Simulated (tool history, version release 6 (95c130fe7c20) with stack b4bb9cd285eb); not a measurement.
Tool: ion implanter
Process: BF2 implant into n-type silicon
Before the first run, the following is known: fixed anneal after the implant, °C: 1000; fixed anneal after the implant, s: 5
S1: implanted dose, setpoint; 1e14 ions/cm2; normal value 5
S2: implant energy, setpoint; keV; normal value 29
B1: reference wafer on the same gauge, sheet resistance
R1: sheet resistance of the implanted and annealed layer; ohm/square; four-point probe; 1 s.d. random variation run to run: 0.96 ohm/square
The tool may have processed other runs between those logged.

{"run": 1, "hour": 0.0, "S1": 5, "S2": 23, "B1": 260.92, "R1": 301.85}
{"run": 2, "hour": 24.7, "S1": 5, "S2": 23, "B1": 261.47, "R1": 303.84}
{"run": 3, "hour": 75.5, "S1": 5, "S2": 23, "B1": 261.08, "R1": 302.25}
{"run": 4, "hour": 112.6, "S1": 5, "S2": 25.5, "B1": 261.57, "R1": 295.83}
{"run": 5, "hour": 137.7, "S1": 5, "S2": 29, "B1": 260.75, "R1": 285.81}
{"run": 6, "hour": 169.3, "S1": 5, "S2": 24, "B1": 261.21, "R1": 299.88}
{"run": 7, "hour": 242.6, "S1": 4.12, "S2": 24, "B1": 260.85, "R1": 345.65}
{"run": 8, "hour": 314.7, "S1": 4.12, "S2": 24, "B1": 261.11, "R1": 349.66}
{"hour": 363.7, "done": "Faraday cup replaced and dose calibrated"}
{"run": 9, "hour": 471.7, "S1": 5, "S2": 29, "B1": 260.58, "R1": 280.28}
{"run": 10, "hour": 510.7, "S1": 5, "S2": 29, "B1": 261.04, "R1": 278.89}
{"run": 11, "hour": 571.1, "S1": 5, "S2": 29, "B1": 260.9, "R1": 281.77}
{"run": 12, "hour": 628.3, "S1": 3.56, "S2": 29, "B1": 261.14, "R1": 366.39}
{"run": 13, "hour": 686.6, "S1": 5, "S2": 29, "B1": 261.08, "R1": 281.6}
{"run": 14, "hour": 730.9, "S1": 4.31, "S2": 25, "B1": 260.68, "R1": 324.26}
{"run": 15, "hour": 784.7, "S1": 5.71, "S2": 24, "B1": 261.04, "R1": 275.72}
{"hour": 918.8, "done": "extraction supply calibrated"}
{"hour": 952.6, "done": "gauge calibrated"}
{"run": 16, "hour": 969.8, "S1": 3.56, "S2": 29, "B1": 261.23, "R1": 374.37}
{"run": 17, "hour": 1027.6, "S1": 6.39, "S2": 20.5, "B1": 260.57, "R1": 282.67}
{"hour": 1044.9, "done": "Faraday cup replaced and dose calibrated"}
{"run": 18, "hour": 1090.1, "S1": 5.43, "S2": 19, "B1": 260.98, "R1": 306.26}
{"run": 19, "hour": 1137.4, "S1": 5.42, "S2": 38, "B1": 261.1, "R1": 247.42}
{"run": 20, "hour": 1187.8, "S1": 5, "S2": 23, "B1": 260.53, "R1": 298.27}
{"run": 21, "hour": 1259.2, "S1": 5, "S2": 29, "B1": 261.15, "R1": 280.5}
{"run": 22, "hour": 1406.6, "S1": 5, "S2": 37, "B1": 260.64, "R1": 267.14}

5 ways to go on from here, each from the tool as it stands after run 22. What would each give?
{"run": "A", "hour": 1407.0, "S1": 5, "S2": 29, "B1": "?", "R1": "?"}
{"run": "B", "hour": 1407.0, "S1": 4.62, "S2": 22.5, "B1": "?", "R1": "?"}
{"run": "C", "hour": 1407.0, "S1": 3.88, "S2": 23.5, "B1": "?", "R1": "?"}
{"run": "D", "hour": 1407.0, "S1": 4.35, "S2": 36.5, "B1": "?", "R1": "?"}
{"run": "E", "hour": 1407.0, "S1": 4.18, "S2": 34.5, "B1": "?", "R1": "?"}

run=A B1=260.73 R1=281.16
run=B B1=260.73 R1=316.76
run=C B1=260.73 R1=353.64
run=D B1=260.73 R1=301.49
run=E B1=260.73 R1=314.53
Without the tool's unlogged condition, the same runs would have read:
run=A R1=279.74
run=B R1=315.35
run=C R1=351.8
run=D R1=299.62
run=E R1=312.6
